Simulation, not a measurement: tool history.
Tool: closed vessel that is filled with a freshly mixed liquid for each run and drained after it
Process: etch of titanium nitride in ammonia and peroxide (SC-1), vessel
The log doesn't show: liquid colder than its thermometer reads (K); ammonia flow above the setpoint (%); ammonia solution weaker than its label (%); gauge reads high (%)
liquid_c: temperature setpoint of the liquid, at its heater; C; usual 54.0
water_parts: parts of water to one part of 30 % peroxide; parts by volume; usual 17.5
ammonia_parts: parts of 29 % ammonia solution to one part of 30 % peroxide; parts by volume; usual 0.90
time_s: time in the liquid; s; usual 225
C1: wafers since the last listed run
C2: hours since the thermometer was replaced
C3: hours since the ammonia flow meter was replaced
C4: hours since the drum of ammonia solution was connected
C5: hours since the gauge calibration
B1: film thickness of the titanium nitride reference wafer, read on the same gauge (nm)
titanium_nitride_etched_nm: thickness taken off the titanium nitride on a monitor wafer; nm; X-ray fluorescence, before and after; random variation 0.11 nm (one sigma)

run 1 day=0.000 | liquid_c=54.0 water_parts=17.5 ammonia_parts=0.90 time_s=225 | C1=0 C2=708.9 C3=1658.3 C4=157.4 C5=73.1 | B1=30.02 | titanium_nitride_etched_nm=11.69
run 2 day=2.308 | liquid_c=54.0 water_parts=17.5 ammonia_parts=1.10 time_s=225 | C1=4285 C2=764.3 C3=1713.7 C4=212.8 C5=128.5 | B1=30.01 | titanium_nitride_etched_nm=12.28
run 3 day=4.950 | liquid_c=54.0 water_parts=17.5 ammonia_parts=1.10 time_s=225 | C1=4904 C2=827.7 C3=1777.1 C4=276.2 C5=191.9 | B1=29.99 | titanium_nitride_etched_nm=12.08
run 4 day=7.938 | liquid_c=54.0 water_parts=17.5 ammonia_parts=1.10 time_s=225 | C1=5546 C2=899.4 C3=1848.8 C4=347.9 C5=263.6 | B1=29.98 | titanium_nitride_etched_nm=12.06
run 5 day=9.838 | liquid_c=54.0 water_parts=17.5 ammonia_parts=0.90 time_s=225 | C1=3527 C2=945.0 C3=1894.4 C4=393.5 C5=309.2 | B1=29.97 | titanium_nitride_etched_nm=11.54
run 6 day=12.075 | liquid_c=54.0 water_parts=17.5 ammonia_parts=0.90 time_s=225 | C1=4154 C2=998.7 C3=1948.1 C4=447.2 C5=362.9 | B1=29.99 | titanium_nitride_etched_nm=11.40
run 7 day=13.708 | liquid_c=54.0 water_parts=17.5 ammonia_parts=0.90 time_s=225 | C1=3032 C2=1037.9 C3=1987.3 C4=486.4 C5=402.1 | B1=29.99 | titanium_nitride_etched_nm=11.39
run 8 day=15.862 | liquid_c=54.0 water_parts=14.0 ammonia_parts=0.90 time_s=225 | C1=3999 C2=1089.6 C3=2039.0 C4=538.1 C5=453.8 | B1=29.99 | titanium_nitride_etched_nm=12.61
-- day=16.258 new drum of ammonia solution connected
-- day=18.338 thermometer replaced
run 9 day=18.742 | liquid_c=54.0 water_parts=17.5 ammonia_parts=0.90 time_s=100 | C1=5191 C2=9.7 C3=2108.1 C4=59.6 C5=522.9 | B1=30.00 | titanium_nitride_etched_nm=4.49
-- day=19.304 gauge calibrated
run 10 day=21.146 | liquid_c=58.5 water_parts=17.5 ammonia_parts=0.75 time_s=295 | C1=4463 C2=67.4 C3=2165.8 C4=117.3 C5=44.2 | B1=30.02 | titanium_nitride_etched_nm=17.32
-- day=23.075 ammonia flow meter replaced
run 11 day=23.117 | liquid_c=54.0 water_parts=12.5 ammonia_parts=0.90 time_s=225 | C1=3581 C2=114.7 C3=1.0 C4=164.6 C5=91.5 | B1=30.01 | titanium_nitride_etched_nm=12.16
run 12 day=24.304 | liquid_c=51.0 water_parts=17.5 ammonia_parts=0.90 time_s=225 | C1=2204 C2=143.2 C3=29.5 C4=193.1 C5=120.0 | B1=29.95 | titanium_nitride_etched_nm=8.03
-- day=26.325 thermometer replaced, repeated, since the last time left the tool worse
run 13 day=27.021 | liquid_c=54.0 water_parts=17.5 ammonia_parts=0.90 time_s=225 | C1=4966 C2=16.7 C3=94.7 C4=258.3 C5=185.2 | B1=30.01 | titanium_nitride_etched_nm=12.43
run 14 day=28.117 | liquid_c=54.0 water_parts=17.5 ammonia_parts=0.90 time_s=225 | C1=2034 C2=43.0 C3=121.0 C4=284.6 C5=211.5 | B1=29.97 | titanium_nitride_etched_nm=12.58
run 15 day=30.992 | liquid_c=46.0 water_parts=22.0 ammonia_parts=0.60 time_s=260 | C1=5338 C2=112.0 C3=190.0 C4=353.6 C5=280.5 | B1=30.01 | titanium_nitride_etched_nm=6.75
run 16 day=32.046 | liquid_c=54.0 water_parts=17.5 ammonia_parts=0.90 time_s=225 | C1=1957 C2=137.3 C3=215.3 C4=378.9 C5=305.8 | B1=30.02 | titanium_nitride_etched_nm=12.21
run 17 day=33.338 | liquid_c=54.0 water_parts=22.0 ammonia_parts=0.90 time_s=135 | C1=2398 C2=168.3 C3=246.3 C4=409.9 C5=336.8 | B1=30.01 | titanium_nitride_etched_nm=6.52

5 ways to go on from here, each from the tool as it stands after run 17. What would each give?
run A day=33.367 | liquid_c=54.0 water_parts=17.5 ammonia_parts=0.90 time_s=225 | C1=54 C2=169.0 C3=247.0 C4=410.6 C5=337.5 | B1=? | titanium_nitride_etched_nm=?
run B day=33.367 | liquid_c=54.0 water_parts=24.0 ammonia_parts=0.90 time_s=225 | C1=54 C2=169.0 C3=247.0 C4=410.6 C5=337.5 | B1=? | titanium_nitride_etched_nm=?
run C day=33.367 | liquid_c=63.0 water_parts=17.5 ammonia_parts=0.90 time_s=225 | C1=54 C2=169.0 C3=247.0 C4=410.6 C5=337.5 | B1=? | titanium_nitride_etched_nm=?
run D day=33.367 | liquid_c=54.0 water_parts=17.5 ammonia_parts=0.60 time_s=225 | C1=54 C2=169.0 C3=247.0 C4=410.6 C5=337.5 | B1=? | titanium_nitride_etched_nm=?
run E day=33.367 | liquid_c=62.0 water_parts=17.5 ammonia_parts=1.20 time_s=115 | C1=54 C2=169.0 C3=247.0 C4=410.6 C5=337.5 | B1=? | titanium_nitride_etched_nm=?

run=A B1=29.95 titanium_nitride_etched_nm=12.14
run=B B1=29.95 titanium_nitride_etched_nm=10.21
run=C B1=29.95 titanium_nitride_etched_nm=22.06
run=D B1=29.95 titanium_nitride_etched_nm=11.30
run=E B1=29.95 titanium_nitride_etched_nm=11.09
Without the tool's hidden state the same runs would have given:
run=A titanium_nitride_etched_nm=12.46
run=B titanium_nitride_etched_nm=10.48
run=C titanium_nitride_etched_nm=22.60
run=D titanium_nitride_etched_nm=11.60
run=E titanium_nitride_etched_nm=11.37
